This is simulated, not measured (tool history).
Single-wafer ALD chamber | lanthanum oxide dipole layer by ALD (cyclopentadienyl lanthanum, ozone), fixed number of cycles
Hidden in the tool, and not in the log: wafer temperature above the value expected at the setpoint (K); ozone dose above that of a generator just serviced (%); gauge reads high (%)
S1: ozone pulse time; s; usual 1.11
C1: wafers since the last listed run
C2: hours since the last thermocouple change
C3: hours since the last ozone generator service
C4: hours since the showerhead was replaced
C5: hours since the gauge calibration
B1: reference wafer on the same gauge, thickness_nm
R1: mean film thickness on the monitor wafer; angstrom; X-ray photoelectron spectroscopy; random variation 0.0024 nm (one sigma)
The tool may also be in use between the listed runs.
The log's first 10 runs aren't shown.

run,hour,S1,C1,C2,C3,C4,C5,B1,R1
11,581.8,1.11,911,1824,1444.1,3145.7,555.7,0.508,5.71
12,641.9,1.11,1316,1884.1,1504.2,3205.8,615.8,0.508,5.71
13,709.8,1.11,1487,1952,1572.1,3273.7,683.7,0.508,5.7
# hour 746.9: ozone generator serviced
14,747.4,1.11,648,1989.6,0.5,3311.3,721.3,0.508,6
15,792.8,1.11,994,2035,45.9,3356.7,766.7,0.508,6.01
# hour 811.5: thermocouple changed; heater temperature recalibrated
# hour 815.7: showerhead replaced
16,829,1.46,525,17.5,82.1,13.3,802.9,0.508,6.41
17,894.2,1.11,1428,82.7,147.3,78.5,868.1,0.508,5.96
18,965.6,0.73,1564,154.1,218.7,149.9,939.5,0.508,4.89
19,992.5,1.11,589,181,245.6,176.8,966.4,0.508,5.93
# hour 1031.9: gauge calibrated
20,1122.9,1.52,2857,311.4,376,307.2,91,0.508,6.39
21,1147,1.11,528,335.5,400.1,331.3,115.1,0.508,5.87
22,1201,1.29,1183,389.5,454.1,385.3,169.1,0.508,6.15
23,1264.5,1.11,1391,453,517.6,448.8,232.6,0.508,5.84
24,1312.5,1.37,1051,501,565.6,496.8,280.6,0.508,6.24
25,1371.8,1.11,1299,560.3,624.9,556.1,339.9,0.508,5.8
26,1400,1.22,617,588.5,653.1,584.3,368.1,0.508,6.01
27,1425.4,0.81,556,613.9,678.5,609.7,393.5,0.508,5.03
28,1488.6,0.75,1384,677.1,741.7,672.9,456.7,0.508,4.78
29,1556.4,0.76,1485,744.9,809.5,740.7,524.5,0.508,4.8
30,1624.2,0.82,1485,812.7,877.3,808.5,592.3,0.508,5.04
31,1680.3,0.98,1229,868.8,933.4,864.6,648.4,0.508,5.44
32,1844.8,1.11,3604,1033.3,1097.9,1029.1,812.9,0.508,5.76
33,1893.4,0.81,1064,1081.9,1146.5,1077.7,861.5,0.508,4.95

4 ways to go on from here, each from the tool as it stands after run 33. What would each give?
A,1893.8,1.5,8,1082.3,1146.9,1078.1,861.9,?,?
B,1893.8,0.86,8,1082.3,1146.9,1078.1,861.9,?,?
C,1893.8,0.88,8,1082.3,1146.9,1078.1,861.9,?,?
D,1893.8,1.28,8,1082.3,1146.9,1078.1,861.9,?,?

run,B1,R1
A,0.508,6.31
B,0.508,5.13
C,0.508,5.19
D,0.508,6.05
Without the tool's hidden state the same runs would have given:
run,R1
A,6.48
B,5.48
C,5.54
D,6.28
